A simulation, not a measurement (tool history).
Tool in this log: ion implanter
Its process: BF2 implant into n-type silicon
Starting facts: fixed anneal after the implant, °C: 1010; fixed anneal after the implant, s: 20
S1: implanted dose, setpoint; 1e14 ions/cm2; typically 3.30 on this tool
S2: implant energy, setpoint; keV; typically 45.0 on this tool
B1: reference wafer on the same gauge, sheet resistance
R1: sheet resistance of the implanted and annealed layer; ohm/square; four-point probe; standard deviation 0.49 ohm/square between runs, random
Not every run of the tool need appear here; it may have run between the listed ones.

| run | hour | S1 | S2 | B1 | R1 |
|---|---|---|---|---|---|
| 1 | 0.0 | 3.30 | 45.0 | 359.90 | 324.16 |
| 2 | 25.9 | 3.30 | 45.0 | 360.02 | 324.06 |
| 3 | 53.1 | 3.30 | 45.0 | 359.95 | 322.79 |
| 4 | 86.2 | 3.30 | 57.0 | 359.97 | 315.01 |
| 5 | 117.7 | 3.30 | 45.0 | 360.00 | 324.16 |
| 6 | 135.3 | 3.30 | 45.0 | 360.15 | 324.07 |
| 7 | 167.9 | 3.30 | 45.0 | 359.90 | 323.34 |
| 8 | 200.2 | 2.63 | 37.0 | 360.07 | 400.05 |
| 9 | 231.5 | 3.30 | 45.0 | 359.96 | 323.53 |
|  | 277.7 | gauge calibrated |
| 10 | 289.3 | 3.89 | 45.0 | 359.95 | 280.44 |
| 11 | 324.3 | 3.30 | 45.0 | 360.07 | 323.29 |
| 12 | 338.3 | 3.30 | 45.0 | 359.94 | 322.94 |
|  | 357.2 | extraction supply calibrated |
| 13 | 362.6 | 3.30 | 45.0 | 360.07 | 322.76 |
| 14 | 386.0 | 3.30 | 45.0 | 359.90 | 322.47 |
| 15 | 404.3 | 3.30 | 54.5 | 359.94 | 315.87 |
| 16 | 419.4 | 3.30 | 45.0 | 360.16 | 322.90 |
| 17 | 431.9 | 3.82 | 49.5 | 359.90 | 281.48 |
| 18 | 462.7 | 2.84 | 33.5 | 359.98 | 376.59 |
| 19 | 480.3 | 2.53 | 45.0 | 360.15 | 403.44 |
|  | 517.9 | Faraday cup replaced and dose calibrated |
| 20 | 518.4 | 3.30 | 45.0 | 360.06 | 325.79 |
| 21 | 535.4 | 3.96 | 45.0 | 360.06 | 276.74 |
| 22 | 550.9 | 2.39 | 50.0 | 360.06 | 421.17 |
| 23 | 571.1 | 4.09 | 38.0 | 359.95 | 274.49 |
| 24 | 588.9 | 3.30 | 45.0 | 360.09 | 325.18 |
| 25 | 614.7 | 2.49 | 45.0 | 360.04 | 413.34 |
| 26 | 636.6 | 2.91 | 51.0 | 360.05 | 356.14 |
| 27 | 670.8 | 3.30 | 60.0 | 360.06 | 314.16 |
| 28 | 688.3 | 4.14 | 45.0 | 360.02 | 266.96 |
| 29 | 714.1 | 3.30 | 34.0 | 360.02 | 333.16 |
| 30 | 749.5 | 2.85 | 30.0 | 359.99 | 382.89 |

Some steps in R1 between neighbouring runs. How much of each would the tool show without its hidden state too (settings, what came in, random variation), and how much is left for the hidden state, with any gauge scatter that isn't in both results?
The tool's hidden condition here consists of: deviation of the true dose from the Faraday cup's reading, %; deviation of the true energy from its setpoint, %; gauge reads high (%).
Run 7 -> 8: S1 3.30 -> 2.63, S2 45.0 -> 37.0. R1 +76.71 ohm/square: hidden state -0.50, all else +77.21.
Run 17 -> 18: S1 3.82 -> 2.84, S2 49.5 -> 33.5. R1 +95.11 ohm/square: hidden state -0.87, all else +95.98.
Run 19 -> 20: S1 2.53 -> 3.30, Faraday cup replaced and dose calibrated. R1 -77.65 ohm/square: hidden state +3.33, all else -80.98.
Run 21 -> 22: S1 3.96 -> 2.39, S2 45.0 -> 50.0. R1 +144.43 ohm/square: hidden state -0.13, all else +144.56.
Run 22 -> 23: S1 2.39 -> 4.09, S2 50.0 -> 38.0. R1 -146.68 ohm/square: hidden state +0.03, all else -146.71.
